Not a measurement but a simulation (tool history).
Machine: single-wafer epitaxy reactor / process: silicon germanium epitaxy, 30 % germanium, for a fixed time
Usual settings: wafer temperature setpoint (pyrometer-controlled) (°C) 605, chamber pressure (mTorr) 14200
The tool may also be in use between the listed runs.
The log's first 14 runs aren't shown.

run	day	wafer temperature setpoint (pyrometer-controlled) (°C)	chamber pressure (mTorr)	wafers since the last listed run	hours since the last pyrometer calibration	hours since the last manometer calibration	hours since the showerhead was replaced	hours since the gauge calibration	read-back reference wafer on the same gauge, thickness_nm	mean film thickness on the monitor wafer (angstrom)
15	35.171	605	16900	810	375	106.7	6935.1	2026.7	44.207	578.47
# day 36.854: showerhead replaced, of another model than before
16	36.875	598	12400	379	415.9	147.6	0.5	2067.6	44.187	446.36
17	39.312	596	12600	675	474.4	206.1	59	2126.1	44.208	432.62
18	41.958	605	14200	733	537.9	269.6	122.5	2189.6	44.222	536
# day 43.358: gauge calibrated
19	43.579	605	17000	449	576.8	308.5	161.4	5.3	44.188	575.17
20	45.85	605	14200	629	631.3	363	215.9	59.8	44.228	538.86
21	48.162	605	14200	641	686.8	418.5	271.4	115.3	44.207	538.53
22	49.821	619	11100	459	726.6	458.3	311.2	155.1	44.217	651.11
23	52.783	605	16700	821	797.7	529.4	382.3	226.2	44.193	570.58
24	54.908	592	17600	589	848.7	580.4	433.3	277.2	44.218	451.1
25	57.288	601	15300	659	905.8	637.5	490.4	334.3	44.228	515.04
26	58.667	611	12700	382	938.9	670.6	523.5	367.4	44.2	585.16
27	59.879	614	17000	336	968	699.7	552.6	396.5	44.202	686.27
28	61.879	617	11900	554	1016	747.7	600.6	444.5	44.185	641.61
29	63.467	598	12700	440	1054.1	785.8	638.7	482.6	44.206	453.77
30	66.3	605	14200	785	1122.1	853.8	706.7	550.6	44.192	541.99
31	69.175	618	10800	796	1191.1	922.8	775.7	619.6	44.204	633.26
32	71.125	605	14200	540	1237.9	969.6	822.5	666.4	44.205	543.07
33	73.417	617	14200	635	1292.9	1024.6	877.5	721.4	44.194	686.22
34	75.858	594	10800	676	1351.5	1083.2	936.1	780	44.228	399.32
35	76.883	591	16900	284	1376.1	1107.8	960.7	804.6	44.194	436.82

What if the next run were any one of these 4? Each begins from the tool's condition after run 35:
A	76.9	605	11900	4	1376.5	1108.2	961.1	805	?	?
B	76.9	591	15200	4	1376.5	1108.2	961.1	805	?	?
C	76.9	605	17300	4	1376.5	1108.2	961.1	805	?	?
D	76.9	600	14200	4	1376.5	1108.2	961.1	805	?	?

run	read-back reference wafer on the same gauge, thickness_nm	mean film thickness on the monitor wafer (angstrom)
A	44.192	510.84
B	44.192	421.31
C	44.192	582.08
D	44.192	492.24
The same runs, with their run-to-run variation unchanged, on a tool lacking any hidden condition would have given:
run	mean film thickness on the monitor wafer (angstrom)
A	501.92
B	413.7
C	571.92
D	483.54
